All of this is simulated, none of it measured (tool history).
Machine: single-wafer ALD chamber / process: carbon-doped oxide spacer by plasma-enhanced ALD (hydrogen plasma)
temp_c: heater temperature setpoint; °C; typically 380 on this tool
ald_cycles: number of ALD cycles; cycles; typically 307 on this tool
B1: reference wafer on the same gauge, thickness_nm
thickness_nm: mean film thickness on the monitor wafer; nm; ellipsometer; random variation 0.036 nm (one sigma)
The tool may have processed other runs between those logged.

Run 1, hour 0.0: usual settings; B1 14.793. Result: thickness_nm 14.202 nm.
Run 2, hour 64.7: usual settings; B1 14.797. Result: thickness_nm 14.209 nm.
Run 3, hour 109.3: usual settings but ald_cycles 275 cycles; B1 14.800. Result: thickness_nm 12.697 nm.
Run 4, hour 145.8: usual settings but ald_cycles 275 cycles; B1 14.802. Result: thickness_nm 12.738 nm.
Run 5, hour 205.4: usual settings but ald_cycles 275 cycles; B1 14.793. Result: thickness_nm 12.734 nm.
Run 6, hour 261.7: usual settings; B1 14.788. Result: thickness_nm 14.142 nm.
Run 7, hour 317.2: usual settings but temp_c 388 °C; B1 14.797. Result: thickness_nm 14.204 nm.
Run 8, hour 369.0: usual settings but temp_c 388 °C; B1 14.803. Result: thickness_nm 14.193 nm.
Run 9, hour 431.5: usual settings but temp_c 395 °C, ald_cycles 362 cycles; B1 14.795. Result: thickness_nm 16.800 nm.
Run 10, hour 456.5: usual settings; B1 14.792. Result: thickness_nm 14.304 nm.
Run 11, hour 522.1: usual settings but temp_c 369 °C, ald_cycles 345 cycles; B1 14.793. Result: thickness_nm 15.993 nm.
Run 12, hour 561.7: usual settings but temp_c 390 °C, ald_cycles 352 cycles; B1 14.793. Result: thickness_nm 16.338 nm.
Run 13, hour 768.6: usual settings but ald_cycles 358 cycles; B1 14.810. Result: thickness_nm 16.559 nm.
Run 14, hour 826.5: usual settings but temp_c 372 °C, ald_cycles 248 cycles; B1 14.812. Result: thickness_nm 11.463 nm.
Run 15, hour 852.2: usual settings but temp_c 369 °C, ald_cycles 325 cycles; B1 14.807. Result: thickness_nm 15.061 nm.
Run 16, hour 892.8: usual settings; B1 14.816. Result: thickness_nm 14.248 nm.
Run 17, hour 962.4: usual settings but temp_c 371 °C, ald_cycles 262 cycles; B1 14.792. Result: thickness_nm 12.128 nm.

Withheld: 2 entries from between the runs. Position of each, and hidden state at the listed run before versus the listed run after:
Logged between run 10 and run 11: thermocouple changed; heater temperature recalibrated (hour 466.3)
  both runs share identical hidden conditions
Logged between run 12 and run 13: gauge calibrated (hour 573.1)
  both runs share identical hidden conditions
